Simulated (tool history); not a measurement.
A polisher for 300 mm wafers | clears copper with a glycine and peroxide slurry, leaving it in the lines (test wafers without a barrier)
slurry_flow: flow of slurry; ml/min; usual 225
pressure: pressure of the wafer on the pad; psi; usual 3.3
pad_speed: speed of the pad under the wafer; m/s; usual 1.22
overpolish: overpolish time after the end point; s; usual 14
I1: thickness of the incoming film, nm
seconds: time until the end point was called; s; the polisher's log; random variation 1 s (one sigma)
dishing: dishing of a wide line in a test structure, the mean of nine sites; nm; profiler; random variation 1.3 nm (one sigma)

{"run": 1, "hour": 0.0, "slurry_flow": 225, "pressure": 3.3, "pad_speed": 1.22, "overpolish": 14, "I1": 795.8, "seconds": 130.9, "dishing": 56.9}
{"hour": 16.1, "done": "worn pad replaced by a new one"}
{"run": 2, "hour": 33.1, "slurry_flow": 225, "pressure": 3.3, "pad_speed": 1.22, "overpolish": 14, "I1": 805.8, "seconds": 133.1, "dishing": 55.3}
{"run": 3, "hour": 67.0, "slurry_flow": 225, "pressure": 3.3, "pad_speed": 1.22, "overpolish": 14, "I1": 796.5, "seconds": 134.1, "dishing": 55.7}
{"run": 4, "hour": 81.0, "slurry_flow": 225, "pressure": 3.3, "pad_speed": 1.22, "overpolish": 14, "I1": 796.9, "seconds": 132.3, "dishing": 57.6}
{"run": 5, "hour": 96.2, "slurry_flow": 160, "pressure": 3.3, "pad_speed": 1.22, "overpolish": 14, "I1": 795.6, "seconds": 144.3, "dishing": 54.6}
{"run": 6, "hour": 127.5, "slurry_flow": 160, "pressure": 3.3, "pad_speed": 1.22, "overpolish": 14, "I1": 811.3, "seconds": 147.9, "dishing": 52.1}
{"run": 7, "hour": 155.6, "slurry_flow": 160, "pressure": 3.3, "pad_speed": 1.22, "overpolish": 14, "I1": 802.3, "seconds": 146.3, "dishing": 55.3}
{"hour": 176.4, "done": "worn pad replaced by a new one"}
{"run": 8, "hour": 183.5, "slurry_flow": 225, "pressure": 3.3, "pad_speed": 1.22, "overpolish": 14, "I1": 799.4, "seconds": 134, "dishing": 57.6}
{"run": 9, "hour": 205.4, "slurry_flow": 225, "pressure": 3.3, "pad_speed": 1.22, "overpolish": 14, "I1": 783.9, "seconds": 131.6, "dishing": 57.6}
{"run": 10, "hour": 228.2, "slurry_flow": 205, "pressure": 4, "pad_speed": 1.54, "overpolish": 18, "I1": 798.7, "seconds": 96.4, "dishing": 85.1}
{"run": 11, "hour": 257.0, "slurry_flow": 225, "pressure": 3.3, "pad_speed": 1.06, "overpolish": 8, "I1": 806.1, "seconds": 153, "dishing": 32.9}
{"run": 12, "hour": 288.8, "slurry_flow": 265, "pressure": 3.3, "pad_speed": 1.22, "overpolish": 11, "I1": 794.1, "seconds": 129.9, "dishing": 48.1}
{"hour": 303.7, "done": "slurry nozzle cleaned"}
{"run": 13, "hour": 307.5, "slurry_flow": 225, "pressure": 3.3, "pad_speed": 1.22, "overpolish": 14, "I1": 806.9, "seconds": 128.3, "dishing": 58.2}
{"hour": 328.7, "done": "head pressure recalibrated"}
{"run": 14, "hour": 329.2, "slurry_flow": 225, "pressure": 3.3, "pad_speed": 1.22, "overpolish": 14, "I1": 802.1, "seconds": 127.9, "dishing": 59.9}
{"hour": 338.6, "done": "worn pad replaced by a new one"}
{"run": 15, "hour": 354.2, "slurry_flow": 225, "pressure": 2.6, "pad_speed": 1.22, "overpolish": 7, "I1": 809.5, "seconds": 158.2, "dishing": 27.2}
{"run": 16, "hour": 370.9, "slurry_flow": 150, "pressure": 3.3, "pad_speed": 1.22, "overpolish": 17, "I1": 802.5, "seconds": 139.2, "dishing": 65.2}
{"run": 17, "hour": 388.2, "slurry_flow": 290, "pressure": 3.3, "pad_speed": 1.22, "overpolish": 14, "I1": 805.1, "seconds": 125.6, "dishing": 60.2}
{"run": 18, "hour": 407.3, "slurry_flow": 225, "pressure": 3.3, "pad_speed": 1.06, "overpolish": 8, "I1": 804.4, "seconds": 144.6, "dishing": 32.5}
{"run": 19, "hour": 458.5, "slurry_flow": 165, "pressure": 3.3, "pad_speed": 1.22, "overpolish": 14, "I1": 801, "seconds": 141.6, "dishing": 53.9}

Forecast each of these 5 alternatives for the next run:
{"run": "A", "hour": 459.0, "slurry_flow": 225, "pressure": 3.3, "pad_speed": 1.22, "overpolish": 14, "I1": 791.2, "seconds": "?", "dishing": "?"}
{"run": "B", "hour": 459.0, "slurry_flow": 185, "pressure": 2.6, "pad_speed": 1.04, "overpolish": 18, "I1": 791.2, "seconds": "?", "dishing": "?"}
{"run": "C", "hour": 459.0, "slurry_flow": 260, "pressure": 3.3, "pad_speed": 1.22, "overpolish": 17, "I1": 791.2, "seconds": "?", "dishing": "?"}
{"run": "D", "hour": 459.0, "slurry_flow": 225, "pressure": 3.3, "pad_speed": 1.22, "overpolish": 18, "I1": 791.2, "seconds": "?", "dishing": "?"}
{"run": "E", "hour": 459.0, "slurry_flow": 200, "pressure": 4.5, "pad_speed": 1.46, "overpolish": 18, "I1": 791.2, "seconds": "?", "dishing": "?"}

run=A seconds=128.6 dishing=60.1
run=B seconds=182.6 dishing=55.1
run=C seconds=125.7 dishing=71.2
run=D seconds=128.6 dishing=73
run=E seconds=87 dishing=97.9
Without the tool's hidden state the same runs would have given:
run=A seconds=123.2 dishing=62.2
run=B seconds=173.3 dishing=57.4
run=C seconds=121.1 dishing=73.2
run=D seconds=123.2 dishing=75.4
run=E seconds=82.9 dishing=101.1

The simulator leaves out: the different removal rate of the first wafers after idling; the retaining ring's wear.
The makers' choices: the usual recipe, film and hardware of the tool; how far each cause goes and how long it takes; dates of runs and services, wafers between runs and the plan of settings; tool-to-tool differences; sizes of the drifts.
